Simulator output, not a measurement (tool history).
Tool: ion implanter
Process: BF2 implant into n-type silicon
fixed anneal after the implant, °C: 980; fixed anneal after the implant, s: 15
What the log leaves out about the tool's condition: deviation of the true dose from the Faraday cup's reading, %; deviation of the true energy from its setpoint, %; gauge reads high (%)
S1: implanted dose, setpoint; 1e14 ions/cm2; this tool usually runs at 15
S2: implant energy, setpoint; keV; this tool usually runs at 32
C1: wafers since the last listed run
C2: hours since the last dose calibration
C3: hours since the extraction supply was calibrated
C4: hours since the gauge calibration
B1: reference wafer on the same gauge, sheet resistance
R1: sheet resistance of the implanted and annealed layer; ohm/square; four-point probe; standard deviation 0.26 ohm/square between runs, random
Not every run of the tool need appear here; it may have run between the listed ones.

{"run": 1, "hour": 0.0, "S1": 16.89, "S2": 32, "C1": 0, "C2": 738.1, "C3": 4161.2, "C4": 908.6, "B1": 186.08, "R1": 166.74}
{"run": 2, "hour": 65.5, "S1": 16.89, "S2": 32, "C1": 1366, "C2": 803.6, "C3": 4226.7, "C4": 974.1, "B1": 185.96, "R1": 166.34}
{"run": 3, "hour": 131.0, "S1": 16.46, "S2": 32, "C1": 1366, "C2": 869.1, "C3": 4292.2, "C4": 1039.6, "B1": 186.07, "R1": 167.36}
{"run": 4, "hour": 169.2, "S1": 16.46, "S2": 32, "C1": 797, "C2": 907.3, "C3": 4330.4, "C4": 1077.8, "B1": 186.11, "R1": 167.2}
{"run": 5, "hour": 270.6, "S1": 16.46, "S2": 32, "C1": 2115, "C2": 1008.7, "C3": 4431.8, "C4": 1179.2, "B1": 186.02, "R1": 167.29}
{"run": 6, "hour": 327.4, "S1": 15, "S2": 32, "C1": 1185, "C2": 1065.5, "C3": 4488.6, "C4": 1236, "B1": 185.99, "R1": 169.66}
{"run": 7, "hour": 423.4, "S1": 15, "S2": 32, "C1": 2003, "C2": 1161.5, "C3": 4584.6, "C4": 1332, "B1": 185.99, "R1": 169.33}
{"run": 8, "hour": 467.6, "S1": 15, "S2": 32, "C1": 922, "C2": 1205.7, "C3": 4628.8, "C4": 1376.2, "B1": 185.93, "R1": 169.85}
{"hour": 515.1, "done": "extraction supply calibrated"}
{"run": 9, "hour": 550.4, "S1": 15, "S2": 32, "C1": 1560, "C2": 1288.5, "C3": 35.3, "C4": 1459, "B1": 186.08, "R1": 172.89}
{"hour": 575.7, "done": "gauge calibrated"}
{"run": 10, "hour": 606.1, "S1": 15, "S2": 32, "C1": 1162, "C2": 1344.2, "C3": 91, "C4": 30.4, "B1": 186.02, "R1": 172.94}
{"run": 11, "hour": 682.5, "S1": 15, "S2": 32, "C1": 1594, "C2": 1420.6, "C3": 167.4, "C4": 106.8, "B1": 185.83, "R1": 173.27}
{"run": 12, "hour": 770.3, "S1": 12.41, "S2": 32, "C1": 1832, "C2": 1508.4, "C3": 255.2, "C4": 194.6, "B1": 185.83, "R1": 179.44}
{"run": 13, "hour": 807.6, "S1": 15, "S2": 32, "C1": 778, "C2": 1545.7, "C3": 292.5, "C4": 231.9, "B1": 186.05, "R1": 172.99}
{"hour": 885.3, "done": "Faraday cup replaced and dose calibrated"}
{"run": 14, "hour": 909.1, "S1": 10.53, "S2": 25, "C1": 1950, "C2": 23.8, "C3": 394, "C4": 333.4, "B1": 186.13, "R1": 208.76}
{"run": 15, "hour": 959.4, "S1": 10.92, "S2": 39.5, "C1": 1049, "C2": 74.1, "C3": 444.3, "C4": 383.7, "B1": 185.98, "R1": 163.06}
{"run": 16, "hour": 1004.9, "S1": 18.4, "S2": 28.5, "C1": 949, "C2": 119.6, "C3": 489.8, "C4": 429.2, "B1": 185.96, "R1": 178.29}
{"run": 17, "hour": 1076.4, "S1": 19.44, "S2": 38, "C1": 1491, "C2": 191.1, "C3": 561.3, "C4": 500.7, "B1": 186.04, "R1": 150.45}
{"run": 18, "hour": 1239.7, "S1": 13.69, "S2": 32, "C1": 3407, "C2": 354.4, "C3": 724.6, "C4": 664, "B1": 185.94, "R1": 173.78}
{"run": 19, "hour": 1287.7, "S1": 15, "S2": 32, "C1": 1001, "C2": 402.4, "C3": 772.6, "C4": 712, "B1": 185.99, "R1": 171.91}
{"run": 20, "hour": 1378.5, "S1": 15, "S2": 29, "C1": 1894, "C2": 493.2, "C3": 863.4, "C4": 802.8, "B1": 185.97, "R1": 182.12}
{"run": 21, "hour": 1448.4, "S1": 15, "S2": 32, "C1": 1458, "C2": 563.1, "C3": 933.3, "C4": 872.7, "B1": 186.04, "R1": 171.77}

4 ways to go on from here, each from the tool as it stands after run 21. What would each give?
{"run": "A", "hour": 1448.8, "S1": 15, "S2": 32, "C1": 8, "C2": 563.5, "C3": 933.7, "C4": 873.1, "B1": "?", "R1": "?"}
{"run": "B", "hour": 1448.8, "S1": 18.47, "S2": 25, "C1": 8, "C2": 563.5, "C3": 933.7, "C4": 873.1, "B1": "?", "R1": "?"}
{"run": "C", "hour": 1448.8, "S1": 16.67, "S2": 32, "C1": 8, "C2": 563.5, "C3": 933.7, "C4": 873.1, "B1": "?", "R1": "?"}
{"run": "D", "hour": 1448.8, "S1": 19.34, "S2": 25.5, "C1": 8, "C2": 563.5, "C3": 933.7, "C4": 873.1, "B1": "?", "R1": "?"}

run=A B1=185.99 R1=172.24
run=B B1=185.99 R1=192.73
run=C B1=185.99 R1=169.7
run=D B1=185.99 R1=189.59
Take away the tool's hidden state, keep each run's random variation, and the runs would have read:
run=A R1=171.89
run=B R1=192.41
run=C R1=169.39
run=D R1=189.27

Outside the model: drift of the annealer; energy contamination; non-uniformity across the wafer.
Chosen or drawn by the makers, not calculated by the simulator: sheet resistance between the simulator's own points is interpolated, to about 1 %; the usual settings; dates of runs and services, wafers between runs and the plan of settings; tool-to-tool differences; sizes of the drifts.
